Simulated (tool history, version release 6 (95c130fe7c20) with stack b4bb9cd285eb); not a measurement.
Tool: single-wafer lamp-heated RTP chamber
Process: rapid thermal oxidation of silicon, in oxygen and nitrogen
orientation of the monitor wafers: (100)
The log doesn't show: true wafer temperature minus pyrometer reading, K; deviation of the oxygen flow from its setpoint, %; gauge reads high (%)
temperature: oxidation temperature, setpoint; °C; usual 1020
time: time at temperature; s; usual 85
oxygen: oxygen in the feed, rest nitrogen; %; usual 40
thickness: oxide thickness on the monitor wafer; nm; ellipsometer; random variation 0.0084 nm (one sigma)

run     day  temperature  time  oxygen  wafers since the last listed run  wafers since the last pyrometer calibration  hours since the oxygen flow controller was replaced  hours since the gauge calibration  read-back reference wafer on the same gauge, thickness  thickness
  1       0         1020    85      40                                 0                                         3119                                               3654.2                               50.3                                                   6.088      5.726
  2   0.475         1020    85      31                                94                                         3214                                               3665.6                               61.7                                                    6.09      5.243
  3   1.125         1020    85      31                               129                                         3343                                               3681.2                               77.3                                                    6.09       5.25
  4   1.717         1020    60      40                               117                                         3461                                               3695.4                               91.5                                                    6.09      4.904
  5   2.425         1037    85      55                               141                                         3602                                               3712.4                              108.5                                                   6.092      7.215
  6   3.171         1037    85      55                               148                                         3751                                               3730.3                              126.4                                                   6.088      7.207
      5.088  -- oxygen flow controller replaced
  7   5.108         1020    85      40                               319                                         4071                                                  0.5                              172.9                                                    6.09       5.74
  8   5.417         1020    85      40                                61                                         4132                                                  7.9                              180.3                                                   6.088      5.714
  9   5.912         1020    57      40                                98                                         4231                                                 19.8                              192.2                                                   6.089      4.817
      6.508  -- pyrometer window cleaned and pyrometer calibrated
 10   6.529         1020    85      40                                56                                            4                                                 34.6                                207                                                   6.089       5.63
 11   7.021         1020    85      40                                97                                          102                                                 46.4                              218.8                                                   6.092      5.633
 12   7.325         1020    85      40                                60                                          162                                                 53.7                              226.1                                                    6.09      5.629
 13   7.633         1020    61      40                                61                                          224                                                 61.1                              233.5                                                   6.093      4.894
 14   8.367          999    57      40                               146                                          370                                                 78.7                              251.1                                                   6.089      4.124
 15    8.75         1020   120      60                                76                                          446                                                 87.9                              260.3                                                   6.091       7.62
      9.196  -- gauge calibrated
 16   9.404         1046   110      58                               130                                          577                                                103.6                                  5                                                    6.09      8.703
 17   9.846         1020    85      56                                88                                          665                                                114.2                               15.6                                                   6.091      6.382
 18  10.558         1020    47      17                               141                                          807                                                131.3                               32.7                                                    6.09      3.404
 19  11.838         1020    85      40                               254                                         1062                                                  162                               63.4                                                   6.089      5.684
 20  12.288         1020    85      40                                89                                         1151                                                172.8                               74.2                                                   6.092      5.675
 21  12.562         1020    85      40                                54                                         1206                                                179.4                               80.8                                                   6.091      5.693
 22  12.867         1020    85      40                                60                                         1267                                                186.7                               88.1                                                   6.089       5.68

Run 23 comes next. What will it give?
 23  13.35         1035   109      40                                96                                         1363                                                198.3                               99.7                                                       ?          ?

{"run 23": {"read-back reference wafer on the same gauge, thickness": 6.088, "thickness": 7.053}}
Without the tool's hidden state the same run would have given thickness 6.968 nm.
